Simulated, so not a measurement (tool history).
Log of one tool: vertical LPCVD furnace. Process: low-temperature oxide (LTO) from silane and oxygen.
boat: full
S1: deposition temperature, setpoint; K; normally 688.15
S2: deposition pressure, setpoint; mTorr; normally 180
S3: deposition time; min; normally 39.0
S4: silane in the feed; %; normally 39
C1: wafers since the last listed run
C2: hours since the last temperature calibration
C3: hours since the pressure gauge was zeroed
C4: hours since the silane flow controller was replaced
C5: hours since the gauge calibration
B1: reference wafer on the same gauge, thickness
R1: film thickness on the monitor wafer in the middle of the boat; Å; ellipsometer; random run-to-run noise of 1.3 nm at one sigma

Run 1, day 0.000: usual settings but S4 41 %; C1 0; C2 3494.1; C3 2941.4; C4 103.8; C5 846.7; B1 306.10. Result: R1 3663.1 Å.
At day 1.671: pressure gauge zeroed.
Run 2, day 1.692: usual settings but S4 41 %; C1 255; C2 3534.7; C3 0.5; C4 144.4; C5 887.3; B1 305.36. Result: R1 3478.3 Å.
Run 3, day 2.088: usual settings; C1 145; C2 3544.2; C3 10.0; C4 153.9; C5 896.8; B1 305.68. Result: R1 3311.1 Å.
Run 4, day 3.033: usual settings; C1 348; C2 3566.9; C3 32.7; C4 176.6; C5 919.5; B1 305.69. Result: R1 3283.4 Å.
Run 5, day 4.304: usual settings but S2 195 mTorr; C1 468; C2 3597.4; C3 63.2; C4 207.1; C5 950.0; B1 305.47. Result: R1 3565.3 Å.
Run 6, day 4.917: usual settings but S2 195 mTorr; C1 225; C2 3612.1; C3 77.9; C4 221.8; C5 964.7; B1 306.43. Result: R1 3583.9 Å.
Run 7, day 6.392: usual settings; C1 543; C2 3647.5; C3 113.3; C4 257.2; C5 1000.1; B1 305.90. Result: R1 3305.4 Å.
Run 8, day 7.450: usual settings but S2 160 mTorr, S4 37 %; C1 390; C2 3672.9; C3 138.7; C4 282.6; C5 1025.5; B1 306.20. Result: R1 2773.2 Å.
Run 9, day 8.658: usual settings; C1 445; C2 3701.9; C3 167.7; C4 311.6; C5 1054.5; B1 306.15. Result: R1 3313.3 Å.
At day 9.688: thermocouples replaced and temperature profile calibrated.
Run 10, day 9.721: usual settings but S2 155 mTorr, S3 26.0 min; C1 23; C2 0.8; C3 193.2; C4 337.1; C5 1080.0; B1 306.11. Result: R1 1896.9 Å.
At day 9.883: gauge calibrated.
Run 11, day 11.058: usual settings but S1 695.15 K, S2 145 mTorr, S4 46 %; C1 493; C2 32.9; C3 225.3; C4 369.2; C5 28.2; B1 306.10. Result: R1 3408.7 Å.
Run 12, day 11.692: usual settings but S1 676.15 K, S3 49.0 min, S4 41 %; C1 233; C2 48.1; C3 240.5; C4 384.4; C5 43.4; B1 305.88. Result: R1 3905.8 Å.
Run 13, day 12.500: usual settings but S1 695.15 K, S2 145 mTorr, S4 46 %; C1 298; C2 67.5; C3 259.9; C4 403.8; C5 62.8; B1 305.95. Result: R1 3425.1 Å.
Run 14, day 13.121: usual settings; C1 228; C2 82.4; C3 274.8; C4 418.7; C5 77.7; B1 305.55. Result: R1 3309.8 Å.
Run 15, day 14.029: usual settings; C1 334; C2 104.2; C3 296.6; C4 440.5; C5 99.5; B1 305.70. Result: R1 3311.0 Å.
Run 16, day 14.604: usual settings but S3 52.5 min; C1 212; C2 118.0; C3 310.4; C4 454.3; C5 113.3; B1 306.06. Result: R1 4470.2 Å.
Run 17, day 15.821: usual settings but S1 695.15 K, S2 145 mTorr, S4 46 %; C1 448; C2 147.2; C3 339.6; C4 483.5; C5 142.5; B1 305.94. Result: R1 3409.4 Å.
Run 18, day 16.896: usual settings; C1 396; C2 173.0; C3 365.4; C4 509.3; C5 168.3; B1 305.94. Result: R1 3332.4 Å.
Run 19, day 17.671: usual settings; C1 285; C2 191.6; C3 384.0; C4 527.9; C5 186.9; B1 306.24. Result: R1 3368.9 Å.
Run 20, day 18.417: usual settings but S3 31.0 min, S4 36 %; C1 274; C2 209.5; C3 401.9; C4 545.8; C5 204.8; B1 305.82. Result: R1 2415.3 Å.
Run 21, day 18.954: usual settings but S1 697.15 K, S4 43 %; C1 198; C2 222.4; C3 414.8; C4 558.7; C5 217.7; B1 306.42. Result: R1 4049.9 Å.
Run 22, day 19.883: usual settings but S2 215 mTorr, S4 46 %; C1 342; C2 244.7; C3 437.1; C4 581.0; C5 240.0; B1 305.80. Result: R1 4751.4 Å.
Run 23, day 20.725: usual settings; C1 310; C2 264.9; C3 457.3; C4 601.2; C5 260.2; B1 305.84. Result: R1 3352.2 Å.
Run 24, day 21.396: usual settings but S3 51.5 min; C1 247; C2 281.0; C3 473.4; C4 617.3; C5 276.3; B1 306.09. Result: R1 4434.0 Å.
Run 25, day 22.808: usual settings but S1 682.15 K, S2 165 mTorr; C1 520; C2 314.9; C3 507.3; C4 651.2; C5 310.2; B1 306.01. Result: R1 2901.7 Å.
Run 26, day 23.892: usual settings but S2 150 mTorr, S4 47 %; C1 399; C2 340.9; C3 533.3; C4 677.2; C5 336.2; B1 305.90. Result: R1 3403.9 Å.
Run 27, day 25.325: usual settings but S4 46 %; C1 528; C2 375.3; C3 567.7; C4 711.6; C5 370.6; B1 306.17. Result: R1 4009.4 Å.
Run 28, day 26.533: usual settings but S2 160 mTorr, S3 48.0 min; C1 445; C2 404.3; C3 596.7; C4 740.6; C5 399.6; B1 305.82. Result: R1 3653.2 Å.
Run 29, day 27.879: usual settings but S2 145 mTorr, S4 46 %; C1 496; C2 436.6; C3 629.0; C4 772.9; C5 431.9; B1 305.59. Result: R1 3233.4 Å.
Run 30, day 29.204: usual settings but S4 44 %; C1 488; C2 468.4; C3 660.8; C4 804.7; C5 463.7; B1 305.90. Result: R1 3854.0 Å.

State the hidden condition of the tool at each of the runs:
true tube temperature minus thermocouple reading, K: 0, the same for each run
deviation of the silane flow from its setpoint, %: 0, the same for each run
gauge reads high (%): 0, the same for each run
H1: true pressure minus gauge reading, mTorr
run       H1
  1     8.23
  2  -0.0371
  3   0.0558
  4    0.274
  5    0.559
  6    0.694
  7     1.01
  8     1.23
  9     1.47
 10     1.68
 11     1.93
 12     2.05
 13      2.2
 14     2.31
 15     2.47
 16     2.57
 17     2.77
 18     2.95
 19     3.07
 20     3.19
 21     3.27
 22     3.41
 23     3.54
 24     3.63
 25     3.84
 26     3.98
 27     4.18
 28     4.33
 29      4.5
 30     4.66

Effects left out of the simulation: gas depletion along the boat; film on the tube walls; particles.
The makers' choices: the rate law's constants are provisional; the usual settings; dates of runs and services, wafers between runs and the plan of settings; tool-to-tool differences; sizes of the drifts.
